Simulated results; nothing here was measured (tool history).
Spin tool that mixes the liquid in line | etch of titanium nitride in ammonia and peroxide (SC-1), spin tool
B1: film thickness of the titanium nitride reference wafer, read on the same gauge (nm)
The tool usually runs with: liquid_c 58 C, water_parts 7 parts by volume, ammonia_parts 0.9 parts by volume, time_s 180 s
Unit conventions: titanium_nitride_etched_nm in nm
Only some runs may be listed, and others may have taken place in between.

run 1 hour=0 | liquid_c=58 water_parts=7 ammonia_parts=1.1 time_s=180 | B1=59.56 | titanium_nitride_etched_nm=33.2
run 2 hour=54 | liquid_c=58 water_parts=7 ammonia_parts=1.1 time_s=180 | B1=59.46 | titanium_nitride_etched_nm=33
-- hour=95.1 new drum of ammonia solution connected
run 3 hour=212.3 | liquid_c=58 water_parts=7 ammonia_parts=1.1 time_s=180 | B1=59.11 | titanium_nitride_etched_nm=32.99
run 4 hour=268.3 | liquid_c=58 water_parts=7 ammonia_parts=0.9 time_s=180 | B1=58.96 | titanium_nitride_etched_nm=31.79
run 5 hour=508.6 | liquid_c=58 water_parts=7 ammonia_parts=0.9 time_s=180 | B1=58.16 | titanium_nitride_etched_nm=31.31
run 6 hour=599.4 | liquid_c=58 water_parts=9.5 ammonia_parts=0.9 time_s=180 | B1=57.81 | titanium_nitride_etched_nm=26.89
run 7 hour=678.3 | liquid_c=58 water_parts=9.5 ammonia_parts=0.9 time_s=180 | B1=57.45 | titanium_nitride_etched_nm=26.72
run 8 hour=762.4 | liquid_c=58 water_parts=5 ammonia_parts=0.9 time_s=180 | B1=57.12 | titanium_nitride_etched_nm=35.8
-- hour=770.8 ammonia flow meter replaced
-- hour=792.6 gauge calibrated
run 9 hour=801.7 | liquid_c=58 water_parts=5 ammonia_parts=0.9 time_s=180 | B1=60.11 | titanium_nitride_etched_nm=37.82
run 10 hour=948.4 | liquid_c=58 water_parts=5 ammonia_parts=0.9 time_s=180 | B1=60.06 | titanium_nitride_etched_nm=37.74
run 11 hour=984.8 | liquid_c=58 water_parts=7 ammonia_parts=0.9 time_s=95 | B1=60.01 | titanium_nitride_etched_nm=17.09
run 12 hour=1037.7 | liquid_c=50.5 water_parts=8.5 ammonia_parts=0.75 time_s=285 | B1=59.99 | titanium_nitride_etched_nm=27.39
run 13 hour=1080.6 | liquid_c=58 water_parts=7 ammonia_parts=0.9 time_s=180 | B1=59.96 | titanium_nitride_etched_nm=32.3
-- hour=1135.9 heated supply line repaired
run 14 hour=1140.1 | liquid_c=58 water_parts=7 ammonia_parts=0.9 time_s=180 | B1=59.89 | titanium_nitride_etched_nm=32.5
-- hour=1169.2 new drum of ammonia solution connected
run 15 hour=1254.1 | liquid_c=64.5 water_parts=7 ammonia_parts=0.9 time_s=180 | B1=59.71 | titanium_nitride_etched_nm=48.96
run 16 hour=1321.3 | liquid_c=54.5 water_parts=7 ammonia_parts=0.65 time_s=180 | B1=59.6 | titanium_nitride_etched_nm=24.39
-- hour=1367.9 thermometer replaced
run 17 hour=1408.6 | liquid_c=58 water_parts=7 ammonia_parts=0.9 time_s=180 | B1=59.4 | titanium_nitride_etched_nm=32.11
run 18 hour=1504.2 | liquid_c=67.5 water_parts=7 ammonia_parts=0.9 time_s=180 | B1=59.16 | titanium_nitride_etched_nm=58.89
run 19 hour=1566.9 | liquid_c=66 water_parts=7 ammonia_parts=0.9 time_s=125 | B1=58.99 | titanium_nitride_etched_nm=36.93
run 20 hour=1635.1 | liquid_c=58 water_parts=7 ammonia_parts=0.5 time_s=180 | B1=58.8 | titanium_nitride_etched_nm=29.01
run 21 hour=1672.8 | liquid_c=58 water_parts=7 ammonia_parts=0.9 time_s=180 | B1=58.65 | titanium_nitride_etched_nm=31.63
run 22 hour=1737.7 | liquid_c=63 water_parts=7 ammonia_parts=0.9 time_s=180 | B1=58.46 | titanium_nitride_etched_nm=44.03

How would selected steps in titanium_nitride_etched_nm from run to run divide? Give the signed amount a tool lacking its hidden state would still show from settings, what came in and random variation, and the signed amount left for the hidden state, including any gauge scatter that is not in both of the compared results.
Hidden state present: liquid hotter than its thermometer reads (K); ammonia flow above the setpoint (%); temperature lost on the way to the wafer (K); ammonia solution weaker than its label (%); gauge reads high (%).
Run 7 -> 8: water_parts 9.5 -> 5. titanium_nitride_etched_nm +9.08 nm: hidden state -0.65, all else +9.73.
Run 8 -> 9: ammonia flow meter replaced, gauge calibrated. titanium_nitride_etched_nm +2.02 nm: hidden state +1.88, all else +0.14.
Run 15 -> 16: liquid_c 64.5 -> 54.5, ammonia_parts 0.9 -> 0.65. titanium_nitride_etched_nm -24.57 nm: hidden state +0.06, all else -24.63.
Run 17 -> 18: liquid_c 58 -> 67.5. titanium_nitride_etched_nm +26.78 nm: hidden state -0.51, all else +27.29.
